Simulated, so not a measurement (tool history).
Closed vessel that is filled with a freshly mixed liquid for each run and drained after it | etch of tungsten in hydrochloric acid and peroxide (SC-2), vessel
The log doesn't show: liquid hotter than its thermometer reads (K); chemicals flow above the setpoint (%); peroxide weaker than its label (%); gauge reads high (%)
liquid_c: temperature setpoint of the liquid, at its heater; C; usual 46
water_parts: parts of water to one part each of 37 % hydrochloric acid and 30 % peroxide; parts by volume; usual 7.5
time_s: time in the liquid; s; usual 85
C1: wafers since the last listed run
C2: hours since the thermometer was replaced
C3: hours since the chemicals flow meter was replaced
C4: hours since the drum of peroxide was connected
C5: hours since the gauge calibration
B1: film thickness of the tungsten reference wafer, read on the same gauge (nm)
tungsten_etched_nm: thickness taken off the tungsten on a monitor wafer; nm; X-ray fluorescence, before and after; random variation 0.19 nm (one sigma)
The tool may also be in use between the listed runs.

{"run": 1, "hour": 0.0, "liquid_c": 46, "water_parts": 7.5, "time_s": 85, "C1": 0, "C2": 466.2, "C3": 862.2, "C4": 1056, "C5": 383.9, "B1": 100.01, "tungsten_etched_nm": 22.01}
{"run": 2, "hour": 9.7, "liquid_c": 46, "water_parts": 7.5, "time_s": 85, "C1": 1401, "C2": 475.9, "C3": 871.9, "C4": 1065.7, "C5": 393.6, "B1": 99.99, "tungsten_etched_nm": 21.9}
{"hour": 16.9, "done": "new drum of peroxide connected"}
{"run": 3, "hour": 22.0, "liquid_c": 50.5, "water_parts": 7.5, "time_s": 85, "C1": 1632, "C2": 488.2, "C3": 884.2, "C4": 5.1, "C5": 405.9, "B1": 99.99, "tungsten_etched_nm": 31.34}
{"run": 4, "hour": 28.3, "liquid_c": 46, "water_parts": 7.5, "time_s": 85, "C1": 910, "C2": 494.5, "C3": 890.5, "C4": 11.4, "C5": 412.2, "B1": 100.02, "tungsten_etched_nm": 23.38}
{"run": 5, "hour": 45.6, "liquid_c": 46, "water_parts": 7.5, "time_s": 85, "C1": 2499, "C2": 511.8, "C3": 907.8, "C4": 28.7, "C5": 429.5, "B1": 99.97, "tungsten_etched_nm": 23.29}
{"run": 6, "hour": 54.3, "liquid_c": 46, "water_parts": 7.5, "time_s": 85, "C1": 1256, "C2": 520.5, "C3": 916.5, "C4": 37.4, "C5": 438.2, "B1": 99.99, "tungsten_etched_nm": 23.27}
{"hour": 60.9, "done": "gauge calibrated"}
{"hour": 71.1, "done": "thermometer replaced"}
{"run": 7, "hour": 72.0, "liquid_c": 46, "water_parts": 7.5, "time_s": 85, "C1": 2412, "C2": 0.9, "C3": 934.2, "C4": 55.1, "C5": 11.1, "B1": 99.98, "tungsten_etched_nm": 23.42}
{"hour": 76.8, "done": "chemicals flow meter replaced"}
{"run": 8, "hour": 88.0, "liquid_c": 46, "water_parts": 7.5, "time_s": 85, "C1": 2166, "C2": 16.9, "C3": 11.2, "C4": 71.1, "C5": 27.1, "B1": 99.99, "tungsten_etched_nm": 23.39}
{"run": 9, "hour": 101.2, "liquid_c": 48.5, "water_parts": 9, "time_s": 120, "C1": 1906, "C2": 30.1, "C3": 24.4, "C4": 84.3, "C5": 40.3, "B1": 100.02, "tungsten_etched_nm": 33.84}
{"run": 10, "hour": 111.5, "liquid_c": 46, "water_parts": 6, "time_s": 120, "C1": 1487, "C2": 40.4, "C3": 34.7, "C4": 94.6, "C5": 50.6, "B1": 99.99, "tungsten_etched_nm": 38.74}
{"run": 11, "hour": 125.7, "liquid_c": 46, "water_parts": 9.5, "time_s": 85, "C1": 2051, "C2": 54.6, "C3": 48.9, "C4": 108.8, "C5": 64.8, "B1": 100.02, "tungsten_etched_nm": 19.35}
{"run": 12, "hour": 139.2, "liquid_c": 38, "water_parts": 10.5, "time_s": 50, "C1": 1950, "C2": 68.1, "C3": 62.4, "C4": 122.3, "C5": 78.3, "B1": 100.01, "tungsten_etched_nm": 5.97}
{"run": 13, "hour": 153.9, "liquid_c": 41, "water_parts": 10.5, "time_s": 85, "C1": 2123, "C2": 82.8, "C3": 77.1, "C4": 137, "C5": 93, "B1": 100.01, "tungsten_etched_nm": 12.56}
{"run": 14, "hour": 166.0, "liquid_c": 46, "water_parts": 7.5, "time_s": 55, "C1": 1747, "C2": 94.9, "C3": 89.2, "C4": 149.1, "C5": 105.1, "B1": 100.03, "tungsten_etched_nm": 14.84}
{"run": 15, "hour": 172.7, "liquid_c": 46, "water_parts": 7.5, "time_s": 85, "C1": 967, "C2": 101.6, "C3": 95.9, "C4": 155.8, "C5": 111.8, "B1": 99.98, "tungsten_etched_nm": 23.19}
{"run": 16, "hour": 185.6, "liquid_c": 46, "water_parts": 4.5, "time_s": 85, "C1": 1863, "C2": 114.5, "C3": 108.8, "C4": 168.7, "C5": 124.7, "B1": 100.02, "tungsten_etched_nm": 34.05}
{"run": 17, "hour": 194.9, "liquid_c": 46, "water_parts": 7.5, "time_s": 85, "C1": 1343, "C2": 123.8, "C3": 118.1, "C4": 178, "C5": 134, "B1": 99.96, "tungsten_etched_nm": 22.92}
{"run": 18, "hour": 205.2, "liquid_c": 49.5, "water_parts": 9, "time_s": 50, "C1": 1487, "C2": 134.1, "C3": 128.4, "C4": 188.3, "C5": 144.3, "B1": 100, "tungsten_etched_nm": 14.98}
{"run": 19, "hour": 214.7, "liquid_c": 46, "water_parts": 7.5, "time_s": 45, "C1": 1372, "C2": 143.6, "C3": 137.9, "C4": 197.8, "C5": 153.8, "B1": 99.99, "tungsten_etched_nm": 12.29}
{"run": 20, "hour": 228.6, "liquid_c": 41, "water_parts": 10.5, "time_s": 130, "C1": 2008, "C2": 157.5, "C3": 151.8, "C4": 211.7, "C5": 167.7, "B1": 99.98, "tungsten_etched_nm": 18.91}
{"run": 21, "hour": 246.0, "liquid_c": 54, "water_parts": 11, "time_s": 55, "C1": 2513, "C2": 174.9, "C3": 169.2, "C4": 229.1, "C5": 185.1, "B1": 100.04, "tungsten_etched_nm": 18.36}
{"run": 22, "hour": 262.8, "liquid_c": 46, "water_parts": 10, "time_s": 70, "C1": 2426, "C2": 191.7, "C3": 186, "C4": 245.9, "C5": 201.9, "B1": 100.01, "tungsten_etched_nm": 14.94}
{"run": 23, "hour": 276.9, "liquid_c": 46, "water_parts": 6, "time_s": 85, "C1": 2036, "C2": 205.8, "C3": 200.1, "C4": 260, "C5": 216, "B1": 99.99, "tungsten_etched_nm": 27.57}
{"run": 24, "hour": 284.8, "liquid_c": 46, "water_parts": 6.5, "time_s": 85, "C1": 1141, "C2": 213.7, "C3": 208, "C4": 267.9, "C5": 223.9, "B1": 99.99, "tungsten_etched_nm": 26.09}
{"run": 25, "hour": 295.2, "liquid_c": 43.5, "water_parts": 6, "time_s": 55, "C1": 1502, "C2": 224.1, "C3": 218.4, "C4": 278.3, "C5": 234.3, "B1": 99.99, "tungsten_etched_nm": 14.79}
{"run": 26, "hour": 312.5, "liquid_c": 46, "water_parts": 7.5, "time_s": 85, "C1": 2499, "C2": 241.4, "C3": 235.7, "C4": 295.6, "C5": 251.6, "B1": 100.03, "tungsten_etched_nm": 22.9}
{"run": 27, "hour": 324.4, "liquid_c": 40, "water_parts": 10.5, "time_s": 105, "C1": 1719, "C2": 253.3, "C3": 247.6, "C4": 307.5, "C5": 263.5, "B1": 100.01, "tungsten_etched_nm": 14}
{"run": 28, "hour": 331.8, "liquid_c": 46, "water_parts": 7.5, "time_s": 85, "C1": 1069, "C2": 260.7, "C3": 255, "C4": 314.9, "C5": 270.9, "B1": 100.01, "tungsten_etched_nm": 22.89}
{"run": 29, "hour": 338.2, "liquid_c": 46, "water_parts": 7.5, "time_s": 85, "C1": 924, "C2": 267.1, "C3": 261.4, "C4": 321.3, "C5": 277.3, "B1": 100, "tungsten_etched_nm": 23.04}
{"run": 30, "hour": 384.1, "liquid_c": 38.5, "water_parts": 6.5, "time_s": 50, "C1": 6630, "C2": 313, "C3": 307.3, "C4": 367.2, "C5": 323.2, "B1": 100.02, "tungsten_etched_nm": 8.9}

4 ways to go on from here, each from the tool as it stands after run 30. What would each give?
{"run": "A", "hour": 384.8, "liquid_c": 46, "water_parts": 4, "time_s": 85, "C1": 101, "C2": 313.7, "C3": 308, "C4": 367.9, "C5": 323.9, "B1": "?", "tungsten_etched_nm": "?"}
{"run": "B", "hour": 384.8, "liquid_c": 51, "water_parts": 5.5, "time_s": 70, "C1": 101, "C2": 313.7, "C3": 308, "C4": 367.9, "C5": 323.9, "B1": "?", "tungsten_etched_nm": "?"}
{"run": "C", "hour": 384.8, "liquid_c": 46, "water_parts": 4.5, "time_s": 120, "C1": 101, "C2": 313.7, "C3": 308, "C4": 367.9, "C5": 323.9, "B1": "?", "tungsten_etched_nm": "?"}
{"run": "D", "hour": 384.8, "liquid_c": 55, "water_parts": 7.5, "time_s": 85, "C1": 101, "C2": 313.7, "C3": 308, "C4": 367.9, "C5": 323.9, "B1": "?", "tungsten_etched_nm": "?"}

run=A B1=99.96 tungsten_etched_nm=35.77
run=B B1=99.96 tungsten_etched_nm=32.96
run=C B1=99.96 tungsten_etched_nm=46.6
run=D B1=99.96 tungsten_etched_nm=41.03
Without the tool's hidden state the same runs would have given:
run=A tungsten_etched_nm=36.62
run=B tungsten_etched_nm=33.78
run=C tungsten_etched_nm=47.72
run=D tungsten_etched_nm=42.07
